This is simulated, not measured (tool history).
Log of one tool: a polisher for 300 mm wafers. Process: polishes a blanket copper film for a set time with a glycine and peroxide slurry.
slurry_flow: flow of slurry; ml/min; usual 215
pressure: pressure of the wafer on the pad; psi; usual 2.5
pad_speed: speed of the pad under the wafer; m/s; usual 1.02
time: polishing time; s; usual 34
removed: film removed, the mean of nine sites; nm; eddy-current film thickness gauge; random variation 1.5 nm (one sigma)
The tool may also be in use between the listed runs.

run	hour	slurry_flow	pressure	pad_speed	time	wafers since the last listed run	wafers polished on this pad	hours since the slurry nozzle was cleaned	hours since the head pressure was calibrated	incoming thickness of the incoming film, nm	removed
1	0.0	270	2.3	1.02	34	0	298	117.9	743.4	1933.2	137.6
2	14.5	270	2.3	1.02	34	208	506	132.4	757.9	1968.3	135.6
3	22.8	270	2.3	1.02	34	119	626	140.7	766.2	1954.7	138.4
# hour 40.2: worn pad replaced by a new one
4	40.7	215	2.5	1.02	34	199	7	158.6	784.1	1965.7	135.0
5	46.2	215	2.5	1.02	34	78	86	164.1	789.6	1965.8	137.0
6	60.9	215	2.5	1.02	34	210	297	178.8	804.3	1996.3	137.5
7	67.6	235	2.5	1.02	34	96	393	185.5	811.0	1934.9	138.4
# hour 69.9: head pressure recalibrated
8	79.6	235	2.5	1.02	34	143	537	197.5	9.7	1983.3	138.4
9	92.3	215	2.5	1.02	34	182	719	210.2	22.4	1985.5	135.1
# hour 96.4: worn pad replaced by a new one
10	103.5	215	2.5	1.02	31	103	101	221.4	33.6	1971.0	120.4
11	118.8	215	3.0	0.74	34	219	321	236.7	48.9	1973.4	112.6
12	135.6	160	2.5	1.02	42	241	562	253.5	65.7	1967.4	144.0
# hour 141.6: slurry nozzle cleaned
13	149.5	215	2.5	1.02	34	185	747	7.9	79.6	1951.3	143.9
# hour 159.4: worn pad replaced by a new one
14	166.1	215	2.5	1.02	24	180	96	24.5	96.2	1972.4	101.6
15	176.2	235	2.5	1.02	34	144	241	34.6	106.3	1969.9	142.6
16	184.2	215	2.5	1.14	34	114	356	42.6	114.3	2005.8	156.6

How the hidden state differs across the entries between the runs, from the last listed run before each to the first after it:
Between runs 3 and 4: worn pad replaced by a new one (hour 40.2)
  slurry flow missing at the pad, %: 24.6 -> 27.4
  measured less the result without the state, removed: -5.1 -> -7.3 nm
Between runs 7 and 8: head pressure recalibrated (hour 69.9)
  slurry flow missing at the pad, %: 31.5 -> 33.4
  measured less the result without the state, removed: -8.4 -> -9.2 nm
Between runs 9 and 10: worn pad replaced by a new one (hour 96.4)
  slurry flow missing at the pad, %: 35.3 -> 37
  measured less the result without the state, removed: -10.8 -> -10.4 nm
Between runs 12 and 13: slurry nozzle cleaned (hour 141.6)
  slurry flow missing at the pad, %: 42 -> 7.64
  measured less the result without the state, removed: -21.6 -> -1.6 nm
Between runs 13 and 14: worn pad replaced by a new one (hour 159.4)
  slurry flow missing at the pad, %: 7.64 -> 10.2
  measured less the result without the state, removed: -1.6 -> -1.6 nm

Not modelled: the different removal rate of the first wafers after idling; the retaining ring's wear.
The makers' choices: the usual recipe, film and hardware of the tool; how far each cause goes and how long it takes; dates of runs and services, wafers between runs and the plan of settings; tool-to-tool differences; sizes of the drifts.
